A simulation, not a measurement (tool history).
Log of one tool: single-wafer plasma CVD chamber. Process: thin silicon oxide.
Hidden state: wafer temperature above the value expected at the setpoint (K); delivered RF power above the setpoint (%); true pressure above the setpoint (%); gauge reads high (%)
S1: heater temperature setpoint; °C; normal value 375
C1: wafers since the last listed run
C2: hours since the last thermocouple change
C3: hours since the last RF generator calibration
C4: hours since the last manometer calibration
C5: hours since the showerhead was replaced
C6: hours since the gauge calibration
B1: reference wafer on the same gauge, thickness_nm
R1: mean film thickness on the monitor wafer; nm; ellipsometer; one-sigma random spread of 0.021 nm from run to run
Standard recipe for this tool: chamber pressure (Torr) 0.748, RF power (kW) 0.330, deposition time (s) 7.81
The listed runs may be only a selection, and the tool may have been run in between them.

run 1 day=0.000 | S1=375 chamber_pressure_(Torr)=0.748 RF_power_(kW)=0.330 deposition_time_(s)=7.81 | C1=0 C2=1634.1 C3=1984.5 C4=1870.2 C5=4877.6 C6=30.5 | B1=14.803 | R1=12.684
run 2 day=0.488 | S1=375 chamber_pressure_(Torr)=0.748 RF_power_(kW)=0.330 deposition_time_(s)=7.81 | C1=295 C2=1645.8 C3=1996.2 C4=1881.9 C5=4889.3 C6=42.2 | B1=14.788 | R1=12.630
run 3 day=1.154 | S1=366 chamber_pressure_(Torr)=0.748 RF_power_(kW)=0.330 deposition_time_(s)=7.81 | C1=404 C2=1661.8 C3=2012.2 C4=1897.9 C5=4905.3 C6=58.2 | B1=14.803 | R1=12.666
run 4 day=2.800 | S1=366 chamber_pressure_(Torr)=0.748 RF_power_(kW)=0.330 deposition_time_(s)=7.81 | C1=999 C2=1701.3 C3=2051.7 C4=1937.4 C5=4944.8 C6=97.7 | B1=14.809 | R1=12.610
run 5 day=4.129 | S1=375 chamber_pressure_(Torr)=0.748 RF_power_(kW)=0.330 deposition_time_(s)=7.81 | C1=806 C2=1733.2 C3=2083.6 C4=1969.3 C5=4976.7 C6=129.6 | B1=14.799 | R1=12.526
-- day=4.708 capacitance manometer re-zeroed and calibrated
run 6 day=4.729 | S1=375 chamber_pressure_(Torr)=0.748 RF_power_(kW)=0.330 deposition_time_(s)=7.81 | C1=161 C2=1747.6 C3=2098.0 C4=0.5 C5=4991.1 C6=144.0 | B1=14.803 | R1=13.654
run 7 day=4.742 | S1=375 chamber_pressure_(Torr)=0.748 RF_power_(kW)=0.330 deposition_time_(s)=7.81 | C1=7 C2=1747.9 C3=2098.3 C4=0.8 C5=4991.4 C6=144.3 | B1=14.803 | R1=13.653
run 8 day=5.092 | S1=375 chamber_pressure_(Torr)=0.748 RF_power_(kW)=0.330 deposition_time_(s)=7.81 | C1=212 C2=1756.3 C3=2106.7 C4=9.2 C5=4999.8 C6=152.7 | B1=14.804 | R1=13.633
-- day=5.933 showerhead replaced
run 9 day=5.954 | S1=384 chamber_pressure_(Torr)=0.748 RF_power_(kW)=0.310 deposition_time_(s)=7.81 | C1=321 C2=1777.0 C3=2127.4 C4=29.9 C5=0.5 C6=173.4 | B1=14.800 | R1=13.244
run 10 day=6.588 | S1=384 chamber_pressure_(Torr)=0.748 RF_power_(kW)=0.310 deposition_time_(s)=7.81 | C1=384 C2=1792.2 C3=2142.6 C4=45.1 C5=15.7 C6=188.6 | B1=14.798 | R1=13.253
-- day=7.054 RF generator calibrated
run 11 day=7.217 | S1=384 chamber_pressure_(Torr)=0.681 RF_power_(kW)=0.390 deposition_time_(s)=9.18 | C1=179 C2=1807.3 C3=3.9 C4=60.2 C5=30.8 C6=203.7 | B1=14.808 | R1=15.294
run 12 day=7.650 | S1=375 chamber_pressure_(Torr)=0.624 RF_power_(kW)=0.315 deposition_time_(s)=6.60 | C1=263 C2=1817.7 C3=14.3 C4=70.6 C5=41.2 C6=214.1 | B1=14.802 | R1=9.351
run 13 day=7.971 | S1=375 chamber_pressure_(Torr)=0.748 RF_power_(kW)=0.330 deposition_time_(s)=7.81 | C1=194 C2=1825.4 C3=22.0 C4=78.3 C5=48.9 C6=221.8 | B1=14.800 | R1=13.654
run 14 day=8.508 | S1=375 chamber_pressure_(Torr)=0.748 RF_power_(kW)=0.280 deposition_time_(s)=8.57 | C1=326 C2=1838.3 C3=34.9 C4=91.2 C5=61.8 C6=234.7 | B1=14.791 | R1=14.117
-- day=8.904 thermocouple changed; heater temperature recalibrated
run 15 day=8.946 | S1=375 chamber_pressure_(Torr)=0.677 RF_power_(kW)=0.305 deposition_time_(s)=8.59 | C1=63 C2=1.0 C3=45.4 C4=101.7 C5=72.3 C6=245.2 | B1=14.797 | R1=13.173
run 16 day=9.242 | S1=375 chamber_pressure_(Torr)=0.748 RF_power_(kW)=0.365 deposition_time_(s)=7.81 | C1=179 C2=8.1 C3=52.5 C4=108.8 C5=79.4 C6=252.3 | B1=14.797 | R1=14.148
-- day=9.375 gauge calibrated
run 17 day=9.758 | S1=384 chamber_pressure_(Torr)=0.674 RF_power_(kW)=0.390 deposition_time_(s)=9.03 | C1=313 C2=20.5 C3=64.9 C4=121.2 C5=91.8 C6=9.2 | B1=14.803 | R1=14.893
run 18 day=10.367 | S1=375 chamber_pressure_(Torr)=0.748 RF_power_(kW)=0.330 deposition_time_(s)=6.93 | C1=369 C2=35.1 C3=79.5 C4=135.8 C5=106.4 C6=23.8 | B1=14.791 | R1=12.101
run 19 day=11.617 | S1=375 chamber_pressure_(Torr)=0.748 RF_power_(kW)=0.330 deposition_time_(s)=7.81 | C1=758 C2=65.1 C3=109.5 C4=165.8 C5=136.4 C6=53.8 | B1=14.797 | R1=13.644
run 20 day=12.062 | S1=366 chamber_pressure_(Torr)=0.806 RF_power_(kW)=0.265 deposition_time_(s)=9.05 | C1=270 C2=75.8 C3=120.2 C4=176.5 C5=147.1 C6=64.5 | B1=14.793 | R1=15.786

A few steps of R1 between consecutive runs. Split each: what settings, incoming material and random variation would produce without the hidden state, and what is left over for the hidden state, along with gauge scatter present in only one of the two compared results (measured, and without hidden state):
Run 3 -> 4: no setting touched and nothing written in the log between the runs. R1 -0.056 nm: hidden state -0.056, all else +0.000.
Run 5 -> 6: capacitance manometer re-zeroed and calibrated. R1 +1.128 nm: hidden state +1.145, all else -0.017.
Run 11 -> 12: S1 384 -> 375, chamber pressure (Torr) 0.681 -> 0.624, RF power (kW) 0.390 -> 0.315, deposition time (s) 9.18 -> 6.60. R1 -5.943 nm: hidden state +0.035, all else -5.978.
Run 12 -> 13: chamber pressure (Torr) 0.624 -> 0.748, RF power (kW) 0.315 -> 0.330, deposition time (s) 6.60 -> 7.81. R1 +4.303 nm: hidden state -0.022, all else +4.325.

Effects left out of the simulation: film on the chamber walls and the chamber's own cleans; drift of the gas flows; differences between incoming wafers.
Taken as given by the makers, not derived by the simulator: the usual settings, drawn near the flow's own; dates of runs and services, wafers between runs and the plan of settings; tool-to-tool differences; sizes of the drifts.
